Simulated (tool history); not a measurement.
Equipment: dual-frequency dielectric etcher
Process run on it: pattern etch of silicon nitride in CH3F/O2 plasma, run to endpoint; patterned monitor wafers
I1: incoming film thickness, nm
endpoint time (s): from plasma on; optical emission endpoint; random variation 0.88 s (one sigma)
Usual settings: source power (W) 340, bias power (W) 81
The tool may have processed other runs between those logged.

run 1 hour=0 | source_power_(W)=340 bias_power_(W)=81 | I1=102.6 | endpoint_time_(s)=122.3
run 2 hour=28.7 | source_power_(W)=340 bias_power_(W)=81 | I1=102.7 | endpoint_time_(s)=122.2
run 3 hour=51.7 | source_power_(W)=340 bias_power_(W)=81 | I1=103.9 | endpoint_time_(s)=123.2
run 4 hour=80.7 | source_power_(W)=340 bias_power_(W)=81 | I1=103.8 | endpoint_time_(s)=123.9
-- hour=115.5 wet clean of the chamber
run 5 hour=116 | source_power_(W)=340 bias_power_(W)=81 | I1=103.4 | endpoint_time_(s)=118
run 6 hour=138.3 | source_power_(W)=340 bias_power_(W)=81 | I1=103.9 | endpoint_time_(s)=119.8
run 7 hour=165.2 | source_power_(W)=400 bias_power_(W)=81 | I1=103.1 | endpoint_time_(s)=110.1
run 8 hour=179.7 | source_power_(W)=340 bias_power_(W)=81 | I1=103.7 | endpoint_time_(s)=119.4
run 9 hour=198.7 | source_power_(W)=340 bias_power_(W)=81 | I1=102.4 | endpoint_time_(s)=119.3
run 10 hour=228.9 | source_power_(W)=340 bias_power_(W)=81 | I1=103.7 | endpoint_time_(s)=122.3
run 11 hour=294.4 | source_power_(W)=340 bias_power_(W)=81 | I1=103.4 | endpoint_time_(s)=123.8
-- hour=304.4 source power generator calibrated
-- hour=311 bias power generator calibrated
run 12 hour=324.2 | source_power_(W)=340 bias_power_(W)=81 | I1=102.8 | endpoint_time_(s)=121.1
run 13 hour=346.7 | source_power_(W)=290 bias_power_(W)=74 | I1=103.5 | endpoint_time_(s)=138.8
run 14 hour=379.4 | source_power_(W)=290 bias_power_(W)=74 | I1=103.5 | endpoint_time_(s)=138.1
run 15 hour=401.5 | source_power_(W)=290 bias_power_(W)=74 | I1=104.2 | endpoint_time_(s)=138.4
run 16 hour=427.9 | source_power_(W)=380 bias_power_(W)=92 | I1=103.4 | endpoint_time_(s)=112.1
-- hour=459.7 wet clean of the chamber
run 17 hour=460.2 | source_power_(W)=360 bias_power_(W)=62 | I1=103.9 | endpoint_time_(s)=122.7
run 18 hour=487.8 | source_power_(W)=340 bias_power_(W)=81 | I1=102.8 | endpoint_time_(s)=117.6
run 19 hour=506.8 | source_power_(W)=340 bias_power_(W)=81 | I1=103.1 | endpoint_time_(s)=118.3
-- hour=551 upper electrode replaced
run 20 hour=551.5 | source_power_(W)=270 bias_power_(W)=87 | I1=102.8 | endpoint_time_(s)=132.1
run 21 hour=561.8 | source_power_(W)=340 bias_power_(W)=73 | I1=103.2 | endpoint_time_(s)=123.9
run 22 hour=591.6 | source_power_(W)=270 bias_power_(W)=81 | I1=102.3 | endpoint_time_(s)=134.1
run 23 hour=624 | source_power_(W)=340 bias_power_(W)=81 | I1=103.4 | endpoint_time_(s)=121.1
run 24 hour=641.2 | source_power_(W)=370 bias_power_(W)=71 | I1=104.1 | endpoint_time_(s)=121.4

For run 25, what comes out?
run 25 hour=671.3 | source_power_(W)=360 bias_power_(W)=63 | I1=103.2 | endpoint_time_(s)=?

{"run 25": {"endpoint time (s)": 125.8}}
With the hidden condition absent and the run-to-run variation left alone, this run would have shown endpoint time (s) 122.9.

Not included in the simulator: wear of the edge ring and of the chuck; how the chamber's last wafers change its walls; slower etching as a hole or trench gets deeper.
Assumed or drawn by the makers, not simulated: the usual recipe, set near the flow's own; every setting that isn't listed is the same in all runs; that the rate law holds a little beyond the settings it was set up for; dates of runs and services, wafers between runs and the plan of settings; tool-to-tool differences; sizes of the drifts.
